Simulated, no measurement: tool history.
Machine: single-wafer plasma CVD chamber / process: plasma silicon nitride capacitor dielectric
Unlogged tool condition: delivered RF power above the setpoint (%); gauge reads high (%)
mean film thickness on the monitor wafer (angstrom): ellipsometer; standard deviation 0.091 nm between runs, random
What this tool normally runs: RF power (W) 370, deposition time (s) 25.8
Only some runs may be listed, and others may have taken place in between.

| run | day | RF power (W) | deposition time (s) | wafers since the last listed run | hours since the last RF generator calibration | hours since the showerhead was replaced | hours since the gauge calibration | read-back reference wafer on the same gauge, thickness_nm | mean film thickness on the monitor wafer (angstrom) |
|---|---|---|---|---|---|---|---|---|---|
| 1 | 0.000 | 420 | 25.8 | 0 | 1204.0 | 5904.3 | 315.1 | 35.416 | 355.17 |
| 2 | 0.579 | 420 | 25.8 | 283 | 1217.9 | 5918.2 | 329.0 | 35.385 | 355.33 |
| 3 | 0.958 | 420 | 25.8 | 185 | 1227.0 | 5927.3 | 338.1 | 35.402 | 355.18 |
| 4 | 1.258 | 370 | 24.6 | 146 | 1234.2 | 5934.5 | 345.3 | 35.397 | 320.86 |
| 5 | 1.775 | 370 | 25.8 | 253 | 1246.6 | 5946.9 | 357.7 | 35.416 | 335.55 |
| 6 | 2.458 | 370 | 25.8 | 334 | 1263.0 | 5963.3 | 374.1 | 35.384 | 335.88 |
| 7 | 3.021 | 370 | 25.8 | 275 | 1276.5 | 5976.8 | 387.6 | 35.397 | 335.66 |
| 8 | 3.633 | 340 | 28.1 | 300 | 1291.2 | 5991.5 | 402.3 | 35.393 | 352.70 |
| 9 | 4.238 | 340 | 28.1 | 295 | 1305.7 | 6006.0 | 416.8 | 35.408 | 352.75 |
| 10 | 6.183 | 370 | 25.8 | 953 | 1352.4 | 6052.7 | 463.5 | 35.395 | 335.68 |
| 11 | 6.521 | 370 | 25.8 | 165 | 1360.5 | 6060.8 | 471.6 | 35.403 | 337.02 |
| 12 | 6.838 | 370 | 23.7 | 155 | 1368.1 | 6068.4 | 479.2 | 35.395 | 308.18 |
| 13 | 7.312 | 370 | 23.7 | 232 | 1379.5 | 6079.8 | 490.6 | 35.402 | 308.66 |
|  | 7.796 | gauge calibrated |
|  | 8.088 | RF generator calibrated |
| 14 | 8.108 | 370 | 23.7 | 226 | 0.5 | 6098.9 | 7.5 | 35.428 | 317.81 |
| 15 | 8.675 | 370 | 25.8 | 277 | 14.1 | 6112.5 | 21.1 | 35.385 | 345.90 |
| 16 | 9.050 | 370 | 25.8 | 183 | 23.1 | 6121.5 | 30.1 | 35.407 | 345.88 |
| 17 | 9.746 | 370 | 25.8 | 340 | 39.8 | 6138.2 | 46.8 | 35.409 | 345.26 |
| 18 | 10.142 | 370 | 27.2 | 193 | 49.3 | 6147.7 | 56.3 | 35.424 | 364.39 |
| 19 | 10.417 | 370 | 27.2 | 134 | 55.9 | 6154.3 | 62.9 | 35.405 | 362.91 |
| 20 | 10.921 | 370 | 25.8 | 247 | 68.0 | 6166.4 | 75.0 | 35.393 | 344.67 |
| 21 | 11.654 | 370 | 25.8 | 359 | 85.6 | 6184.0 | 92.6 | 35.399 | 343.20 |
| 22 | 12.175 | 430 | 21.6 | 255 | 98.1 | 6196.5 | 105.1 | 35.381 | 304.44 |
| 23 | 12.546 | 370 | 24.2 | 181 | 107.0 | 6205.4 | 114.0 | 35.406 | 322.34 |
| 24 | 13.229 | 425 | 23.2 | 334 | 123.4 | 6221.8 | 130.4 | 35.400 | 326.61 |
| 25 | 13.962 | 370 | 25.8 | 359 | 141.0 | 6239.4 | 148.0 | 35.407 | 343.06 |
|  | 14.904 | showerhead replaced |
| 26 | 14.925 | 405 | 27.9 | 308 | 164.1 | 0.5 | 171.1 | 35.402 | 383.98 |
| 27 | 14.938 | 370 | 25.8 | 6 | 164.4 | 0.8 | 171.4 | 35.425 | 341.77 |
| 28 | 15.617 | 345 | 24.4 | 332 | 180.7 | 17.1 | 187.7 | 35.372 | 312.77 |
| 29 | 16.075 | 315 | 23.3 | 224 | 191.7 | 28.1 | 198.7 | 35.392 | 287.87 |
| 30 | 16.571 | 330 | 21.1 | 242 | 203.6 | 40.0 | 210.6 | 35.432 | 265.69 |
| 31 | 17.229 | 335 | 29.2 | 322 | 219.4 | 55.8 | 226.4 | 35.414 | 369.60 |
| 32 | 17.775 | 370 | 21.3 | 267 | 232.5 | 68.9 | 239.5 | 35.406 | 280.22 |
| 33 | 18.054 | 370 | 25.8 | 136 | 239.2 | 75.6 | 246.2 | 35.410 | 341.45 |
| 34 | 18.379 | 330 | 20.7 | 159 | 247.0 | 83.4 | 254.0 | 35.409 | 260.13 |
| 35 | 19.062 | 370 | 21.4 | 334 | 263.4 | 99.8 | 270.4 | 35.407 | 283.07 |
| 36 | 19.392 | 425 | 25.8 | 161 | 271.3 | 107.7 | 278.3 | 35.400 | 359.10 |
| 37 | 19.650 | 330 | 30.2 | 126 | 277.5 | 113.9 | 284.5 | 35.429 | 376.56 |
| 38 | 20.283 | 340 | 30.6 | 310 | 292.7 | 129.1 | 299.7 | 35.386 | 387.65 |
| 39 | 20.833 | 370 | 25.8 | 269 | 305.9 | 142.3 | 312.9 | 35.406 | 340.42 |
| 40 | 21.512 | 315 | 21.2 | 332 | 322.2 | 158.6 | 329.2 | 35.406 | 259.66 |
| 41 | 21.996 | 345 | 25.8 | 236 | 333.8 | 170.2 | 340.8 | 35.413 | 329.02 |
| 42 | 22.308 | 335 | 29.2 | 153 | 341.3 | 177.7 | 348.3 | 35.408 | 367.17 |

Here are 4 independent what-if runs from the current tool condition. What would each one return?
| A | 22.325 | 370 | 25.8 | 8 | 341.7 | 178.1 | 348.7 | ? | ? |
| B | 22.325 | 415 | 25.8 | 8 | 341.7 | 178.1 | 348.7 | ? | ? |
| C | 22.325 | 405 | 22.0 | 8 | 341.7 | 178.1 | 348.7 | ? | ? |
| D | 22.325 | 320 | 30.7 | 8 | 341.7 | 178.1 | 348.7 | ? | ? |

| run | read-back reference wafer on the same gauge, thickness_nm | mean film thickness on the monitor wafer (angstrom) |
|---|---|---|
| A | 35.429 | 337.87 |
| B | 35.429 | 354.44 |
| C | 35.429 | 299.23 |
| D | 35.429 | 377.09 |
Take away the tool's hidden state, keep each run's random variation, and the runs would have read:
| run | mean film thickness on the monitor wafer (angstrom) |
|---|---|
| A | 347.15 |
| B | 364.18 |
| C | 307.45 |
| D | 387.45 |

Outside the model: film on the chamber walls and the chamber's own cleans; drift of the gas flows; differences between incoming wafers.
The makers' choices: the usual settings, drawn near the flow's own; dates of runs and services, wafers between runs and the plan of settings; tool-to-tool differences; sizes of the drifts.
